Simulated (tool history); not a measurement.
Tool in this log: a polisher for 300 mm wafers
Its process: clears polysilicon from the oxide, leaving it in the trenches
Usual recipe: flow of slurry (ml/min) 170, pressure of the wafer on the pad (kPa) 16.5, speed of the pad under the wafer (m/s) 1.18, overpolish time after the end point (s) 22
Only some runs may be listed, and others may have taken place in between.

run    hour  flow of slurry (ml/min)  pressure of the wafer on the pad (kPa)  speed of the pad under the wafer (m/s)  overpolish time after the end point (s)  incoming thickness of the incoming film, nm  time until the end point was called (s)
  1       0                      170                                    16.5                                    1.18                                       22                                        394.6                                     31.5
  2    66.1                      170                                    16.5                                    1.18                                       22                                        384.8                                       32
  3   137.3                      170                                    16.5                                    1.18                                       22                                        386.9                                       32
  4   236.5                      170                                    16.5                                    1.44                                       22                                        392.5                                       27
  5   302.6                      170                                    16.5                                    1.44                                       22                                          391                                     27.8
  6   371.6                      170                                    16.5                                    1.18                                       22                                        392.3                                     33.8
  7   433.1                      170                                    16.5                                    1.18                                       22                                        397.9                                     35.5
  8   480.9                      170                                    16.5                                    1.18                                       22                                        387.8                                     33.8
  9   538.5                      125                                    13.8                                    1.56                                       11                                        395.7                                     29.4
 10   616.7                      170                                    16.5                                    1.18                                       30                                        393.9                                     31.8
 11   712.6                      170                                    16.5                                    1.18                                       22                                        388.7                                     31.6
 12   767.6                      170                                    13.1                                    0.84                                       22                                        384.7                                     52.3
 13   867.6                      170                                    16.5                                    1.18                                       22                                        387.8                                     31.4
 14   942.4                      170                                    16.5                                    1.18                                       17                                        394.8                                     33.2
 15  1009.3                      170                                    11.7                                    1.18                                       12                                        387.9                                     43.6
 16  1072.1                      170                                    16.5                                    1.18                                       22                                          393                                     32.8
 17  1129.8                      170                                    12.4                                    1.38                                       13                                        392.9                                     35.6

Not shown: 8 entries that the log had between the listed runs. Between which runs, and how does the tool's hidden state differ before and after?
In the gap between runs 2 and 3: slurry nozzle cleaned (hour 84.9)
  deviation of the head's pressure from its setpoint, %: -3.81 -> -4.99
  the result without the hidden state subtracted from the measured one, time until the end point was called (s): +1.1 -> +1.3
In the gap between runs 3 and 4: worn pad replaced by a new one (hour 146.8)
  deviation of the head's pressure from its setpoint, %: -4.99 -> -6.91
  the result without the hidden state subtracted from the measured one, time until the end point was called (s): +1.3 -> +1.6
In the gap between runs 6 and 7: worn pad replaced by a new one (hour 391.8)
  deviation of the head's pressure from its setpoint, %: -10 -> -11.6
  the result without the hidden state subtracted from the measured one, time until the end point was called (s): +2.9 -> +3.5
In the gap between runs 8 and 9: head pressure recalibrated (hour 515.7)
  deviation of the head's pressure from its setpoint, %: -13 -> -1.79
  the result without the hidden state subtracted from the measured one, time until the end point was called (s): +3.7 -> +0.4
In the gap between runs 9 and 10: worn pad replaced by a new one (hour 588.4)
  deviation of the head's pressure from its setpoint, %: -1.79 -> -1.94
  the result without the hidden state subtracted from the measured one, time until the end point was called (s): +0.4 -> +0.5
In the gap between runs 10 and 11: slurry nozzle cleaned (hour 668.1)
  deviation of the head's pressure from its setpoint, %: -1.94 -> -2.4
  the result without the hidden state subtracted from the measured one, time until the end point was called (s): +0.5 -> +0.6
In the gap between runs 12 and 13: worn pad replaced by a new one (hour 832.7)
  deviation of the head's pressure from its setpoint, %: -2.79 -> -3.75
  the result without the hidden state subtracted from the measured one, time until the end point was called (s): +1.3 -> +1
In the gap between runs 15 and 16: worn pad replaced by a new one (hour 1033.2)
  deviation of the head's pressure from its setpoint, %: -5.65 -> -6.7
  the result without the hidden state subtracted from the measured one, time until the end point was called (s): +2.1 -> +1.9
